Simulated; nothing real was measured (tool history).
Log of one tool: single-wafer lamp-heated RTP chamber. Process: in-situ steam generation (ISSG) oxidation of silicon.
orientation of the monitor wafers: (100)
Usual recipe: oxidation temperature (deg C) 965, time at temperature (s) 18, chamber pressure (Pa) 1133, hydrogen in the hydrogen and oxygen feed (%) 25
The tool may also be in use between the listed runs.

run	hour	oxidation temperature (deg C)	time at temperature (s)	chamber pressure (Pa)	hydrogen in the hydrogen and oxygen feed (%)	read-back reference wafer on the same gauge, thickness	oxide thickness on the monitor wafer (Å)
1	0.0	975	18	1133	25	4.270	47.14
2	10.4	975	18	1133	25	4.281	46.66
3	18.6	965	18	1133	25	4.275	45.81
4	36.1	965	18	1133	25	4.274	45.56
5	49.6	956	18	1133	27	4.293	45.37
6	66.2	956	18	1133	27	4.276	45.38
7	77.1	957	18	1133	25	4.272	45.30
8	86.4	972	18	1133	25	4.276	48.17
# hour 102.4: pyrometer window cleaned and pyrometer calibrated
9	102.9	972	18	1133	25	4.291	46.16
# hour 113.3: pressure gauge zeroed
10	113.8	973	18	1133	25	4.273	46.80
11	117.3	965	18	1133	25	4.275	45.32
# hour 132.7: hydrogen flow controller replaced
12	151.1	965	22	1133	25	4.276	49.56
13	159.5	965	18	1133	25	4.285	45.68
14	175.8	965	18	1133	25	4.279	45.80
15	185.5	965	18	1133	25	4.274	45.87
16	200.1	965	18	1133	25	4.263	46.33
# hour 213.1: pyrometer window cleaned and pyrometer calibrated
17	213.6	965	18	1133	25	4.286	45.41
# hour 229.8: gauge calibrated
18	230.5	965	18	1133	25	4.293	45.39
19	241.4	965	18	1133	19	4.263	42.50
20	251.7	946	18	1227	25	4.285	42.54
21	260.4	965	18	1133	25	4.276	45.69
22	272.4	955	18	1053	30	4.271	46.34
23	289.9	965	18	1133	32	4.275	48.87
24	300.6	949	18	1133	32	4.282	46.63
25	313.0	973	18	1040	19	4.283	44.55
# hour 325.5: pyrometer window cleaned and pyrometer calibrated
26	329.2	948	22	973	21	4.267	44.25
27	341.2	965	11	1133	32	4.280	39.82
28	356.4	947	22	1067	21	4.295	44.80
29	364.1	947	18	1240	25	4.279	42.51
30	377.3	979	13	1187	31	4.286	43.79

Consider 5 possible next runs. They are alternatives, not a sequence: every one starts from the tool as it was left by run 30. What does each give?
A	377.7	965	18	1133	25	?	?
B	377.7	980	12	973	16	?	?
C	377.7	965	18	1133	18	?	?
D	377.7	956	22	1080	32	?	?
E	377.7	958	18	1133	25	?	?

run	read-back reference wafer on the same gauge, thickness	oxide thickness on the monitor wafer (Å)
A	4.295	45.53
B	4.295	36.24
C	4.295	42.18
D	4.295	51.31
E	4.295	44.54
Take away the tool's hidden state, keep each run's random variation, and the runs would have read:
run	oxide thickness on the monitor wafer (Å)
A	45.25
B	36.03
C	41.92
D	50.99
E	44.28
